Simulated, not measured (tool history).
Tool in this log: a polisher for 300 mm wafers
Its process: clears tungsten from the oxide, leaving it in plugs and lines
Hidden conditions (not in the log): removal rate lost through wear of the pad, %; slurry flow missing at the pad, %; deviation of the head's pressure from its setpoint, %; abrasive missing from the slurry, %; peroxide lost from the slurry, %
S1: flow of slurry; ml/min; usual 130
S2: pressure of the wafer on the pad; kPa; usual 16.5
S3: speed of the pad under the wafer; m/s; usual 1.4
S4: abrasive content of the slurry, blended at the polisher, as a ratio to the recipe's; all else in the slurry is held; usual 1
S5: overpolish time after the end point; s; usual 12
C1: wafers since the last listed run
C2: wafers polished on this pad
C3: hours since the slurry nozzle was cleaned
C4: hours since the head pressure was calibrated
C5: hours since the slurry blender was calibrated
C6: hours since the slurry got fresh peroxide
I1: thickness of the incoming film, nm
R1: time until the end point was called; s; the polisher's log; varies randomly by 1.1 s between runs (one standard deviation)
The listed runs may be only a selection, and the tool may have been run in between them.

Run 1, day 0: usual settings; C1 0; C2 190; C3 283.9; C4 666.1; C5 213.1; C6 61.1; I1 267.3. Result: R1 75.6 s.
Run 2, day 0.65: usual settings; C1 182; C2 373; C3 299.5; C4 681.7; C5 228.7; C6 76.7; I1 270.9. Result: R1 78.1 s.
At day 1.012: slurry tank refilled with fresh slurry and peroxide.
Run 3, day 1.167: usual settings but S4 0.95; C1 133; C2 506; C3 311.9; C4 694.1; C5 241.1; C6 3.7; I1 265.9. Result: R1 76.3 s.
Run 4, day 1.546: usual settings but S4 1.2; C1 106; C2 613; C3 321; C4 703.2; C5 250.2; C6 12.8; I1 272.3. Result: R1 74.9 s.
Run 5, day 2.162: usual settings but S4 1.2; C1 173; C2 786; C3 335.8; C4 718; C5 265; C6 27.6; I1 269.6. Result: R1 73 s.
At day 2.621: worn pad replaced by a new one.
Run 6, day 2.642: usual settings; C1 87; C2 5; C3 347.3; C4 729.5; C5 276.5; C6 39.1; I1 268.9. Result: R1 76.9 s.
Run 7, day 4.588: usual settings; C1 546; C2 551; C3 394; C4 776.2; C5 323.2; C6 85.8; I1 270.2. Result: R1 76.8 s.
At day 4.808: slurry tank refilled with fresh slurry and peroxide.
Run 8, day 5.112: usual settings; C1 135; C2 687; C3 406.6; C4 788.8; C5 335.8; C6 7.3; I1 273. Result: R1 80.4 s.
At day 5.504: worn pad replaced by a new one.
Run 9, day 5.525: usual settings; C1 69; C2 5; C3 416.5; C4 798.7; C5 345.7; C6 17.2; I1 264.9. Result: R1 75.6 s.
Run 10, day 6.167: usual settings but S2 19.3 kPa; C1 180; C2 185; C3 431.9; C4 814.1; C5 361.1; C6 32.6; I1 275.6. Result: R1 71.2 s.
Run 11, day 6.704: usual settings but S2 19.3 kPa; C1 150; C2 336; C3 444.8; C4 827; C5 374; C6 45.5; I1 272. Result: R1 72.8 s.
Run 12, day 7.012: usual settings; C1 86; C2 423; C3 452.2; C4 834.4; C5 381.4; C6 52.9; I1 272. Result: R1 79.9 s.
Run 13, day 7.604: usual settings but S3 1.74 m/s, S5 7 s; C1 166; C2 589; C3 466.4; C4 848.6; C5 395.6; C6 67.1; I1 268.4. Result: R1 63.7 s.
Run 14, day 8.196: usual settings but S1 110 ml/min, S5 17 s; C1 166; C2 755; C3 480.6; C4 862.8; C5 409.8; C6 81.3; I1 273.2. Result: R1 82.3 s.
At day 8.6: worn pad replaced by a new one.
At day 8.662: slurry tank refilled with fresh slurry and peroxide.
Run 15, day 8.742: usual settings; C1 94; C2 28; C3 493.7; C4 875.9; C5 422.9; C6 1.9; I1 273.3. Result: R1 78.7 s.
At day 8.804: slurry nozzle cleaned.
Run 16, day 9.283: usual settings but S2 15.2 kPa, S5 5 s; C1 140; C2 168; C3 11.5; C4 888.9; C5 435.9; C6 14.9; I1 272.3. Result: R1 90.2 s.
Run 17, day 9.696: usual settings but S1 110 ml/min, S2 18.6 kPa, S3 1.14 m/s; C1 115; C2 284; C3 21.4; C4 898.8; C5 445.8; C6 24.8; I1 267.6. Result: R1 96.1 s.
Run 18, day 9.95: usual settings but S4 1.3; C1 71; C2 356; C3 27.5; C4 904.9; C5 451.9; C6 30.9; I1 266.2. Result: R1 76.7 s.
At day 10.238: slurry blender recalibrated.
Run 19, day 10.4: usual settings but S1 165 ml/min, S3 1.62 m/s, S4 1.3; C1 102; C2 458; C3 38.3; C4 915.7; C5 3.9; C6 41.7; I1 268. Result: R1 64.1 s.
At day 10.862: head pressure recalibrated.
Run 20, day 10.996: usual settings but S5 15 s; C1 143; C2 602; C3 52.6; C4 3.2; C5 18.2; C6 56; I1 268.3. Result: R1 82.5 s.
Run 21, day 11.562: usual settings but S1 105 ml/min, S2 14.5 kPa, S3 1.18 m/s, S5 17 s; C1 159; C2 761; C3 66.2; C4 16.8; C5 31.8; C6 69.6; I1 266.8. Result: R1 113.8 s.
At day 11.75: worn pad replaced by a new one.
At day 11.842: slurry nozzle cleaned, repeated, since the last time left the tool worse.
Run 22, day 12.133: usual settings but S3 1.06 m/s, S4 0.85, S5 9 s; C1 101; C2 95; C3 7; C4 30.5; C5 45.5; C6 83.3; I1 271.3. Result: R1 103.7 s.
At day 12.571: slurry tank refilled with fresh slurry and peroxide.
Run 23, day 12.75: usual settings but S1 105 ml/min, S3 1.7 m/s; C1 161; C2 256; C3 21.8; C4 45.3; C5 60.3; C6 4.3; I1 270.1. Result: R1 63.6 s.
Run 24, day 13.192: usual settings but S2 13.8 kPa, S5 6 s; C1 123; C2 380; C3 32.4; C4 55.9; C5 70.9; C6 14.9; I1 269.1. Result: R1 84.6 s.
Run 25, day 13.758: usual settings but S1 105 ml/min, S2 14.5 kPa, S3 1.18 m/s, S5 17 s; C1 159; C2 539; C3 46; C4 69.5; C5 84.5; C6 28.5; I1 270.5. Result: R1 98.1 s.
Run 26, day 14.304: usual settings; C1 153; C2 693; C3 59.1; C4 82.6; C5 97.6; C6 41.6; I1 271.3. Result: R1 75 s.

Consider 4 possible next runs. They are alternatives, not a sequence: every one starts from the tool as it was left by run 26. What does each give?
Run A, day 14.325: usual settings; C1 5; C2 698; C3 59.6; C4 83.1; C5 98.1; C6 42.1; I1 268. Result: R1 ?.
Run B, day 14.325: usual settings but S3 1.1 m/s, S4 0.9, S5 14 s; C1 5; C2 698; C3 59.6; C4 83.1; C5 98.1; C6 42.1; I1 268. Result: R1 ?.
Run C, day 14.325: usual settings but S1 105 ml/min; C1 5; C2 698; C3 59.6; C4 83.1; C5 98.1; C6 42.1; I1 268. Result: R1 ?.
Run D, day 14.325: usual settings but S1 90 ml/min, S5 17 s; C1 5; C2 698; C3 59.6; C4 83.1; C5 98.1; C6 42.1; I1 268. Result: R1 ?.

run    R1
  A  74.7
  B  97.5
  C    77
  D  78.8
Without the tool's unlogged condition, the same runs would have read:
run    R1
  A  74.4
  B  97.1
  C  76.7
  D  78.5
